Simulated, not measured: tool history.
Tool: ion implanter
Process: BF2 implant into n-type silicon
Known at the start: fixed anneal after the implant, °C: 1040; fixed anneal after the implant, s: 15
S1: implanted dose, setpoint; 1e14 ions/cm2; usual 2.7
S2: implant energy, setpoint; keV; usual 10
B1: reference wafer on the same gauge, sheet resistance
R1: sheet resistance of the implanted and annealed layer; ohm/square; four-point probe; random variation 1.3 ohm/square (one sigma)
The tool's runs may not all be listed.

run 1 hour=0 | S1=2.7 S2=9 | B1=376.8 | R1=433.51
run 2 hour=74.5 | S1=2.7 S2=9 | B1=377.17 | R1=433.68
run 3 hour=128 | S1=2.7 S2=9 | B1=376.76 | R1=435.28
run 4 hour=210.1 | S1=2.89 S2=10 | B1=377.26 | R1=405.45
run 5 hour=303.8 | S1=2.89 S2=10 | B1=377.46 | R1=403.18
run 6 hour=584.1 | S1=2.7 S2=10 | B1=377.42 | R1=427.97
run 7 hour=784.8 | S1=2.7 S2=10 | B1=376.78 | R1=427.46
run 8 hour=828.3 | S1=2.7 S2=10 | B1=377.32 | R1=428.78
-- hour=895.1 Faraday cup replaced and dose calibrated
run 9 hour=908 | S1=2.7 S2=10 | B1=376.92 | R1=426.44
run 10 hour=971.2 | S1=2.7 S2=10 | B1=376.59 | R1=425.86
run 11 hour=1063.4 | S1=2.7 S2=10 | B1=377.06 | R1=427.63
run 12 hour=1170.8 | S1=2.7 S2=10 | B1=377.14 | R1=426.68
run 13 hour=1227.1 | S1=2.7 S2=10 | B1=377 | R1=425.55
-- hour=1284.8 gauge calibrated
run 14 hour=1288.8 | S1=2.7 S2=10 | B1=376.78 | R1=427.04
run 15 hour=1343 | S1=2.89 S2=11.5 | B1=377.33 | R1=397.48
run 16 hour=1389.1 | S1=2.7 S2=8 | B1=376.92 | R1=442.1
run 17 hour=1436.7 | S1=2.7 S2=8 | B1=376.74 | R1=443.49
run 18 hour=1542.1 | S1=3.17 S2=10 | B1=377.17 | R1=376.65
run 19 hour=1649.6 | S1=2.19 S2=13 | B1=377.23 | R1=494.88
run 20 hour=1697.7 | S1=2.7 S2=10 | B1=376.84 | R1=428.25
-- hour=1743.7 extraction supply calibrated
run 21 hour=1781.7 | S1=2.19 S2=13 | B1=377.03 | R1=494.55
run 22 hour=1830.9 | S1=2.7 S2=10 | B1=376.97 | R1=428.76
run 23 hour=1976.1 | S1=2.45 S2=10 | B1=376.74 | R1=464.15

The next listed run, before its measurement:
run 24 hour=2070.8 | S1=3.37 S2=11.5 | B1=? | R1=?

{"run 24": {"B1": 377.1, "R1": 350.94}}
Without the tool's hidden state the same run would have given R1 350.94 ohm/square.

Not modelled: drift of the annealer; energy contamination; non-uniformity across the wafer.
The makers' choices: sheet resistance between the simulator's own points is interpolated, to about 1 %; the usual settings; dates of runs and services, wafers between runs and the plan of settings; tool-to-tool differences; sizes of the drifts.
